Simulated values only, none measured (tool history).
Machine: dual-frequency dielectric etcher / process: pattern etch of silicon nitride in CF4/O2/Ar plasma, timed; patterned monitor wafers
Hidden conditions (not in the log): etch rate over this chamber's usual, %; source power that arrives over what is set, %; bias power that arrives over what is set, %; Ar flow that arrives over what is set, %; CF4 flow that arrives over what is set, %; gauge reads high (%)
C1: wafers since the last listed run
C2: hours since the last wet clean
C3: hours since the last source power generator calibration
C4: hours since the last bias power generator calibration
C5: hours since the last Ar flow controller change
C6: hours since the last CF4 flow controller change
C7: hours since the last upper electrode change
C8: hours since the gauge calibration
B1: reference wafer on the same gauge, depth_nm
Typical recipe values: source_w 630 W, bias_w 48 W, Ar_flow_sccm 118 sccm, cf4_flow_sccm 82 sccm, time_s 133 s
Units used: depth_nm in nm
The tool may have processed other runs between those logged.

run 1 hour=0 | source_w=630 bias_w=48 Ar_flow_sccm=118 cf4_flow_sccm=82 time_s=133 | C1=0 C2=507.7 C3=107.4 C4=4071.7 C5=5862.6 C6=2204.6 C7=2757.8 C8=853.3 | B1=317 | depth_nm=301.3
-- hour=27.9 gauge calibrated
run 2 hour=28.2 | source_w=690 bias_w=48 Ar_flow_sccm=141 cf4_flow_sccm=82 time_s=133 | C1=312 C2=535.9 C3=135.6 C4=4099.9 C5=5890.8 C6=2232.8 C7=2786 C8=0.3 | B1=317 | depth_nm=315.7
run 3 hour=61.2 | source_w=630 bias_w=48 Ar_flow_sccm=104 cf4_flow_sccm=99 time_s=133 | C1=365 C2=568.9 C3=168.6 C4=4132.9 C5=5923.8 C6=2265.8 C7=2819 C8=33.3 | B1=316.6 | depth_nm=314.6
run 4 hour=78.7 | source_w=770 bias_w=57 Ar_flow_sccm=118 cf4_flow_sccm=93 time_s=101 | C1=193 C2=586.4 C3=186.1 C4=4150.4 C5=5941.3 C6=2283.3 C7=2836.5 C8=50.8 | B1=317 | depth_nm=290
-- hour=128.4 wet clean of the chamber
run 5 hour=128.9 | source_w=510 bias_w=48 Ar_flow_sccm=98 cf4_flow_sccm=82 time_s=133 | C1=290 C2=0.5 C3=236.3 C4=4200.6 C5=5991.5 C6=2333.5 C7=2886.7 C8=101 | B1=317 | depth_nm=261.3
run 6 hour=145.7 | source_w=630 bias_w=48 Ar_flow_sccm=118 cf4_flow_sccm=82 time_s=133 | C1=186 C2=17.3 C3=253.1 C4=4217.4 C5=6008.3 C6=2350.3 C7=2903.5 C8=117.8 | B1=317 | depth_nm=297.1
-- hour=161.6 CF4 flow controller replaced
-- hour=225.1 upper electrode replaced
-- hour=226.6 Ar flow controller replaced
run 7 hour=227.1 | source_w=570 bias_w=48 Ar_flow_sccm=105 cf4_flow_sccm=82 time_s=133 | C1=553 C2=98.7 C3=334.5 C4=4298.8 C5=0.5 C6=65.5 C7=2 C8=199.2 | B1=317 | depth_nm=280.9
run 8 hour=311.7 | source_w=630 bias_w=40 Ar_flow_sccm=118 cf4_flow_sccm=82 time_s=133 | C1=937 C2=183.3 C3=419.1 C4=4383.4 C5=85.1 C6=150.1 C7=86.6 C8=283.8 | B1=316.8 | depth_nm=280.4
run 9 hour=328.5 | source_w=630 bias_w=48 Ar_flow_sccm=118 cf4_flow_sccm=82 time_s=133 | C1=186 C2=200.1 C3=435.9 C4=4400.2 C5=101.9 C6=166.9 C7=103.4 C8=300.6 | B1=316.9 | depth_nm=300.7
run 10 hour=349.7 | source_w=630 bias_w=48 Ar_flow_sccm=118 cf4_flow_sccm=82 time_s=133 | C1=234 C2=221.3 C3=457.1 C4=4421.4 C5=123.1 C6=188.1 C7=124.6 C8=321.8 | B1=316.6 | depth_nm=299.1
-- hour=374.5 bias power generator calibrated
run 11 hour=378.6 | source_w=680 bias_w=53 Ar_flow_sccm=93 cf4_flow_sccm=74 time_s=133 | C1=275 C2=250.2 C3=486 C4=4.1 C5=152 C6=217 C7=153.5 C8=350.7 | B1=316.9 | depth_nm=337.9
run 12 hour=414.4 | source_w=630 bias_w=48 Ar_flow_sccm=118 cf4_flow_sccm=82 time_s=133 | C1=396 C2=286 C3=521.8 C4=39.9 C5=187.8 C6=252.8 C7=189.3 C8=386.5 | B1=317.2 | depth_nm=302.4
run 13 hour=438.9 | source_w=630 bias_w=60 Ar_flow_sccm=132 cf4_flow_sccm=82 time_s=133 | C1=271 C2=310.5 C3=546.3 C4=64.4 C5=212.3 C6=277.3 C7=213.8 C8=411 | B1=316.9 | depth_nm=323.5
run 14 hour=523.6 | source_w=630 bias_w=48 Ar_flow_sccm=132 cf4_flow_sccm=82 time_s=133 | C1=938 C2=395.2 C3=631 C4=149.1 C5=297 C6=362 C7=298.5 C8=495.7 | B1=317 | depth_nm=295.7
run 15 hour=539.7 | source_w=630 bias_w=48 Ar_flow_sccm=139 cf4_flow_sccm=82 time_s=115 | C1=178 C2=411.3 C3=647.1 C4=165.2 C5=313.1 C6=378.1 C7=314.6 C8=511.8 | B1=316.7 | depth_nm=253
run 16 hour=560.4 | source_w=630 bias_w=48 Ar_flow_sccm=99 cf4_flow_sccm=82 time_s=164.5 | C1=229 C2=432 C3=667.8 C4=185.9 C5=333.8 C6=398.8 C7=335.3 C8=532.5 | B1=316.8 | depth_nm=383.5
run 17 hour=581.2 | source_w=630 bias_w=53 Ar_flow_sccm=118 cf4_flow_sccm=82 time_s=133 | C1=230 C2=452.8 C3=688.6 C4=206.7 C5=354.6 C6=419.6 C7=356.1 C8=553.3 | B1=316.9 | depth_nm=313.6
run 18 hour=622.6 | source_w=630 bias_w=41 Ar_flow_sccm=118 cf4_flow_sccm=93 time_s=133 | C1=458 C2=494.2 C3=730 C4=248.1 C5=396 C6=461 C7=397.5 C8=594.7 | B1=317 | depth_nm=290.7
run 19 hour=651.8 | source_w=760 bias_w=48 Ar_flow_sccm=145 cf4_flow_sccm=82 time_s=152 | C1=323 C2=523.4 C3=759.2 C4=277.3 C5=425.2 C6=490.2 C7=426.7 C8=623.9 | B1=317 | depth_nm=385.8
run 20 hour=685.7 | source_w=630 bias_w=58 Ar_flow_sccm=118 cf4_flow_sccm=82 time_s=133 | C1=375 C2=557.3 C3=793.1 C4=311.2 C5=459.1 C6=524.1 C7=460.6 C8=657.8 | B1=317.1 | depth_nm=325.2
run 21 hour=699.7 | source_w=490 bias_w=58 Ar_flow_sccm=118 cf4_flow_sccm=82 time_s=162.5 | C1=155 C2=571.3 C3=807.1 C4=325.2 C5=473.1 C6=538.1 C7=474.6 C8=671.8 | B1=316.8 | depth_nm=330.2

Across each entry between runs, compare the hidden state at the last listed run before it with the hidden state at the first listed run after it:
After run 1, before run 2: gauge calibrated (hour 27.9)
  etch rate over this chamber's usual, %: 0.869 -> 0.923
  measured result minus the result with no hidden state, depth_nm: +2.6 -> +2.9 nm
After run 4, before run 5: wet clean of the chamber (hour 128.4)
  etch rate over this chamber's usual, %: 1.02 -> -0.201
  measured result minus the result with no hidden state, depth_nm: +2.9 -> -0.5 nm
After run 6, before run 7: CF4 flow controller replaced (hour 161.6); upper electrode replaced (hour 225.1); Ar flow controller replaced (hour 226.6)
  etch rate over this chamber's usual, %: -0.169 -> -0.0126
  measured result minus the result with no hidden state, depth_nm: -0.5 -> +0 nm
After run 10, before run 11: bias power generator calibrated (hour 374.5)
  etch rate over this chamber's usual, %: 0.222 -> 0.278
  measured result minus the result with no hidden state, depth_nm: +0.6 -> +0.9 nm
